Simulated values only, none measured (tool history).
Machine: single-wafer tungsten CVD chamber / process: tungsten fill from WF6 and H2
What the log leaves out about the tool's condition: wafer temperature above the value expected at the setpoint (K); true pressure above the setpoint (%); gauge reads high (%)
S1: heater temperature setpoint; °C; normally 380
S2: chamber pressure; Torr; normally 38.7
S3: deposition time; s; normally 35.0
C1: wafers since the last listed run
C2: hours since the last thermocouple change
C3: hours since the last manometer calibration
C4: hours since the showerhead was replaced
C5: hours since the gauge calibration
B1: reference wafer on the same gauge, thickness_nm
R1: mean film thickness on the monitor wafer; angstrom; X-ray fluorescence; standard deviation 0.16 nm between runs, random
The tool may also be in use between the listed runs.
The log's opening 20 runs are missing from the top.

run,hour,S1,S2,S3,C1,C2,C3,C4,C5,B1,R1
21,478.8,380,38.7,30.1,527,356.8,200.4,166.8,181.7,74.239,633.99
22,511.1,380,38.7,39.6,901,389.1,232.7,199.1,214.0,74.219,833.06
23,531.9,380,38.7,35.0,580,409.9,253.5,219.9,234.8,74.209,735.08
24,556.3,389,38.7,29.6,681,434.3,277.9,244.3,259.2,74.202,725.93
25,574.1,380,38.7,37.5,496,452.1,295.7,262.1,277.0,74.213,789.30
26,599.8,380,38.7,35.0,717,477.8,321.4,287.8,302.7,74.251,734.65
27,631.3,380,38.7,35.0,879,509.3,352.9,319.3,334.2,74.156,735.54
28,660.9,371,42.1,38.4,826,538.9,382.5,348.9,363.8,74.163,704.21
29,682.3,380,43.3,35.0,597,560.3,403.9,370.3,385.2,74.235,763.12
30,699.2,380,33.4,39.0,471,577.2,420.8,387.2,402.1,74.182,776.20
31,731.7,371,30.1,29.9,907,609.7,453.3,419.7,434.6,74.238,490.69
32,763.0,376,48.2,37.2,873,641.0,484.6,451.0,465.9,74.172,776.58
33,782.8,369,45.9,32.6,552,660.8,504.4,470.8,485.7,74.206,589.56
34,810.9,380,38.7,29.4,784,688.9,532.5,498.9,513.8,74.182,613.84
35,827.6,392,38.7,35.0,466,705.6,549.2,515.6,530.5,74.237,897.40

Here are 3 independent what-if runs from the current tool condition. What would each one return?
A,828.0,387,38.7,35.0,11,706.0,549.6,516.0,530.9,?,?
B,828.0,392,32.9,35.0,11,706.0,549.6,516.0,530.9,?,?
C,828.0,384,45.9,32.1,11,706.0,549.6,516.0,530.9,?,?

run,B1,R1
A,74.176,825.79
B,74.176,854.88
C,74.176,760.34
Take away the tool's hidden state, keep each run's random variation, and the runs would have read:
run,R1
A,839.14
B,868.39
C,772.61

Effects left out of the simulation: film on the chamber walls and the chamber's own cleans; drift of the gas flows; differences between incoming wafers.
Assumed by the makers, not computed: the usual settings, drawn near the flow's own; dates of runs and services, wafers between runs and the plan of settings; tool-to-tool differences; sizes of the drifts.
